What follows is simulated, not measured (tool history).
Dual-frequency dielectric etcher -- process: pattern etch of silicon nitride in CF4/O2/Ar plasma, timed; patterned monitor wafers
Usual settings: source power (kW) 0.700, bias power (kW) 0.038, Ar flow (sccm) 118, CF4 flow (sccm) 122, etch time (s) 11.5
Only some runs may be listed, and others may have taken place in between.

run,day,source power (kW),bias power (kW),Ar flow (sccm),CF4 flow (sccm),etch time (s),"read-back reference wafer on the same gauge, depth_nm",mean etch depth across the wafer (angstrom)
1,0.000,0.700,0.038,118,122,11.5,26.79,278.0
2,0.646,0.700,0.038,118,113,11.5,26.80,275.2
# day 2.096: bias power generator calibrated
# day 2.238: CF4 flow controller replaced
3,2.258,0.700,0.035,118,122,11.5,26.80,268.5
4,2.708,0.700,0.038,118,122,11.5,26.81,278.1
# day 2.933: gauge calibrated
5,3.042,0.700,0.038,118,122,11.5,26.82,278.2
# day 3.767: Ar flow controller replaced
# day 4.325: wet clean of the chamber
6,4.558,0.700,0.038,118,122,11.5,26.79,281.7
7,4.996,0.700,0.041,118,122,11.5,26.80,290.6
8,5.379,0.700,0.044,118,114,11.5,26.81,296.6
# day 5.562: source power generator calibrated
# day 7.767: upper electrode replaced
9,7.788,0.550,0.038,118,122,9.5,26.80,195.5
10,7.804,0.700,0.042,96,122,9.5,26.80,249.0
11,8.483,0.700,0.038,118,122,11.5,26.81,281.6
12,8.771,0.700,0.038,118,122,11.5,26.79,281.2
13,9.342,0.700,0.038,118,122,11.5,26.80,280.0
14,10.088,0.840,0.038,118,122,11.5,26.80,321.9
15,10.700,0.570,0.031,118,101,8.0,26.79,149.9
16,11.329,0.700,0.038,118,107,11.5,26.79,275.4
17,11.833,0.700,0.042,118,122,11.5,26.81,292.4
18,12.225,0.700,0.038,118,108,9.0,26.81,215.3
19,12.746,0.700,0.038,118,122,11.5,26.81,279.9
20,13.192,0.700,0.038,118,122,11.5,26.80,280.3
21,13.683,0.700,0.047,118,149,14.0,26.81,382.2
22,14.000,0.700,0.046,118,122,11.5,26.80,303.3

Below are 3 alternative next runs, each starting from the tool's condition after run 22. Predict each:
A,14.017,0.770,0.038,118,122,11.5,?,?
B,14.017,0.820,0.038,107,122,11.5,?,?
C,14.017,0.800,0.038,108,122,11.5,?,?

run,"read-back reference wafer on the same gauge, depth_nm",mean etch depth across the wafer (angstrom)
A,26.80,300.4
B,26.80,319.6
C,26.80,313.3
Stripped of hidden state, with their random variation kept, the same runs would have yielded:
run,mean etch depth across the wafer (angstrom)
A,302.1
B,321.4
C,315.0
